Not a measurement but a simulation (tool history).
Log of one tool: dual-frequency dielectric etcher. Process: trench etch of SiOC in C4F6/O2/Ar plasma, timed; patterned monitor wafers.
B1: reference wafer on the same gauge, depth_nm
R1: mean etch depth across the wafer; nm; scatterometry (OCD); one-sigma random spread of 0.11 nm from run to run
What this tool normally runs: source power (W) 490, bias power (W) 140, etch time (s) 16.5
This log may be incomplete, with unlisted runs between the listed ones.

run 1 hour=0 | source_power_(W)=530 bias_power_(W)=140 etch_time_(s)=16.5 | B1=26.7 | R1=29.73
run 2 hour=34.6 | source_power_(W)=490 bias_power_(W)=140 etch_time_(s)=16.5 | B1=26.69 | R1=28.18
run 3 hour=85.4 | source_power_(W)=490 bias_power_(W)=140 etch_time_(s)=16.5 | B1=26.7 | R1=28.04
-- hour=118 wet clean of the chamber
run 4 hour=118.5 | source_power_(W)=490 bias_power_(W)=140 etch_time_(s)=16.5 | B1=26.69 | R1=28.9
run 5 hour=161.2 | source_power_(W)=490 bias_power_(W)=140 etch_time_(s)=16.5 | B1=26.71 | R1=28.72
run 6 hour=262 | source_power_(W)=490 bias_power_(W)=140 etch_time_(s)=15.5 | B1=26.69 | R1=26.84
run 7 hour=318.3 | source_power_(W)=490 bias_power_(W)=140 etch_time_(s)=15.5 | B1=26.7 | R1=26.99
run 8 hour=389.3 | source_power_(W)=560 bias_power_(W)=140 etch_time_(s)=16.5 | B1=26.71 | R1=31.05
run 9 hour=453.2 | source_power_(W)=560 bias_power_(W)=140 etch_time_(s)=16.5 | B1=26.71 | R1=30.71
-- hour=459.6 gauge calibrated
-- hour=490.2 upper electrode replaced
-- hour=506.3 wet clean of the chamber
run 10 hour=513.1 | source_power_(W)=490 bias_power_(W)=140 etch_time_(s)=18 | B1=26.69 | R1=31.33
run 11 hour=539.4 | source_power_(W)=590 bias_power_(W)=140 etch_time_(s)=13.5 | B1=26.69 | R1=26.34
-- hour=555.5 source power generator calibrated
run 12 hour=610.2 | source_power_(W)=590 bias_power_(W)=140 etch_time_(s)=13.5 | B1=26.69 | R1=26.18
run 13 hour=666.3 | source_power_(W)=490 bias_power_(W)=157 etch_time_(s)=13 | B1=26.68 | R1=23.17
-- hour=700.7 bias power generator calibrated
run 14 hour=713.4 | source_power_(W)=490 bias_power_(W)=157 etch_time_(s)=13 | B1=26.69 | R1=23.05
run 15 hour=764.1 | source_power_(W)=580 bias_power_(W)=160 etch_time_(s)=16.5 | B1=26.69 | R1=32.51
run 16 hour=802.8 | source_power_(W)=440 bias_power_(W)=140 etch_time_(s)=16.5 | B1=26.71 | R1=26.48
run 17 hour=833.5 | source_power_(W)=490 bias_power_(W)=109 etch_time_(s)=12 | B1=26.7 | R1=19.55
run 18 hour=872.5 | source_power_(W)=610 bias_power_(W)=167 etch_time_(s)=19 | B1=26.69 | R1=38.65
run 19 hour=908.9 | source_power_(W)=430 bias_power_(W)=156 etch_time_(s)=21.5 | B1=26.69 | R1=34.55
-- hour=963.2 wet clean of the chamber
run 20 hour=964.7 | source_power_(W)=490 bias_power_(W)=140 etch_time_(s)=16.5 | B1=26.7 | R1=28.85
run 21 hour=998.4 | source_power_(W)=490 bias_power_(W)=140 etch_time_(s)=16.5 | B1=26.7 | R1=28.62
run 22 hour=1036.8 | source_power_(W)=490 bias_power_(W)=140 etch_time_(s)=19 | B1=26.7 | R1=33.09
run 23 hour=1106 | source_power_(W)=490 bias_power_(W)=106 etch_time_(s)=19 | B1=26.7 | R1=31.2
run 24 hour=1148.4 | source_power_(W)=490 bias_power_(W)=113 etch_time_(s)=16.5 | B1=26.71 | R1=27.28
run 25 hour=1195 | source_power_(W)=410 bias_power_(W)=107 etch_time_(s)=12.5 | B1=26.71 | R1=18.26
run 26 hour=1239.1 | source_power_(W)=490 bias_power_(W)=127 etch_time_(s)=14 | B1=26.7 | R1=23.61
run 27 hour=1294.6 | source_power_(W)=490 bias_power_(W)=116 etch_time_(s)=15 | B1=26.7 | R1=24.92
-- hour=1355.8 wet clean of the chamber
run 28 hour=1357.2 | source_power_(W)=490 bias_power_(W)=140 etch_time_(s)=16.5 | B1=26.7 | R1=28.79

Run-by-run hidden state of the tool:
source power that arrives over what is set, %: 0 on each run
bias power that arrives over what is set, %: 0 on each run
gauge reads high (%): 0 on each run
H1: etch rate over this chamber's usual, %
run=1 H1=-1.59
run=2 H1=-1.75
run=3 H1=-2
run=4 H1=0.287
run=5 H1=0.0807
run=6 H1=-0.406
run=7 H1=-0.678
run=8 H1=-1.02
run=9 H1=-1.33
run=10 H1=0.0793
run=11 H1=-0.0477
run=12 H1=-0.39
run=13 H1=-0.661
run=14 H1=-0.888
run=15 H1=-1.13
run=16 H1=-1.32
run=17 H1=-1.47
run=18 H1=-1.66
run=19 H1=-1.83
run=20 H1=0.204
run=21 H1=0.0407
run=22 H1=-0.145
run=23 H1=-0.479
run=24 H1=-0.684
run=25 H1=-0.909
run=26 H1=-1.12
run=27 H1=-1.39
run=28 H1=-0.133
